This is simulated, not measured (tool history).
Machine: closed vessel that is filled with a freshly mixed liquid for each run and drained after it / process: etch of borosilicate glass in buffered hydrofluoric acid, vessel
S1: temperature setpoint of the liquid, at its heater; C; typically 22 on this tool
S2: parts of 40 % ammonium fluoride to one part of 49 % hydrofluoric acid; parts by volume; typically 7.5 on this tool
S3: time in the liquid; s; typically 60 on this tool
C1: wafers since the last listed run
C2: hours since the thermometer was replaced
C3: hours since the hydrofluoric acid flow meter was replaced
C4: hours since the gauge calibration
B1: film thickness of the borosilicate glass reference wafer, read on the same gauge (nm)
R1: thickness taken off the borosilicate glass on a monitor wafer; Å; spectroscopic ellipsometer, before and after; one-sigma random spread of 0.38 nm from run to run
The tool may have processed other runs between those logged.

run,hour,S1,S2,S3,C1,C2,C3,C4,B1,R1
1,0,25,7.5,60,0,1232.6,1238.2,265.9,150.03,1105.9
2,8.5,25,7.5,60,964,1241.1,1246.7,274.4,149.98,1098.1
3,23,22,7.5,60,1646,1255.6,1261.2,288.9,150.02,940.8
4,32.2,22,7.5,60,1044,1264.8,1270.4,298.1,150.01,936.8
5,44,22,7.5,60,1339,1276.6,1282.2,309.9,150,939
6,54.7,22,9.5,70,1214,1287.3,1292.9,320.6,150.01,870.3
7,61,22,9.5,70,715,1293.6,1299.2,326.9,150.03,869.4
8,71.4,22,9.5,70,1180,1304,1309.6,337.3,149.98,876.8
9,82.1,19.5,5.5,60,1214,1314.7,1320.3,348,150.02,1104.8
10,90.5,22,7.5,60,953,1323.1,1328.7,356.4,149.98,937.8
11,98.3,22,7.5,60,885,1330.9,1336.5,364.2,150,944.5
12,114.8,22,7.5,60,1873,1347.4,1353,380.7,149.98,944.5
13,132.8,18.5,5.5,85,2043,1365.4,1371,398.7,150,1489.1
14,139.8,17.5,8.5,60,794,1372.4,1378,405.7,149.99,648.5
15,150.9,22,7.5,60,1260,1383.5,1389.1,416.8,149.99,944.3
16,164.1,18.5,7.5,60,1498,1396.7,1402.3,430,150.01,778
17,181.9,22,7.5,60,2020,1414.5,1420.1,447.8,150.01,947.2
# hour 185.8: gauge calibrated
18,196.8,25,7.5,50,1691,1429.4,1435,11,150,935.2
# hour 198.6: hydrofluoric acid flow meter replaced
19,214,22,5,80,1839,1446.6,15.4,28.2,150,1841.4
20,223.4,22,7.5,60,1067,1456,24.8,37.6,150,953.5
21,233.7,26.5,7.5,60,1169,1466.3,35.1,47.9,150.02,1218.8
22,247.6,22,9,90,1578,1480.2,49,61.8,149.99,1174.5
# hour 249.5: thermometer replaced
23,254.1,25,7.5,60,624,4.6,55.5,68.3,150,1015.5
24,297.3,24,8.5,60,4904,47.8,98.7,111.5,150.02,843.8
25,307.3,18.5,9,80,1135,57.8,108.7,121.5,150.01,784.6

Run 26 has not been measured yet. What should we expect?
26,313.4,22,7.5,60,692,63.9,114.8,127.6,?,?

B1: 150.03
R1: 874.5 Å
With no hidden state in the tool, this same run would have given R1 855 Å.
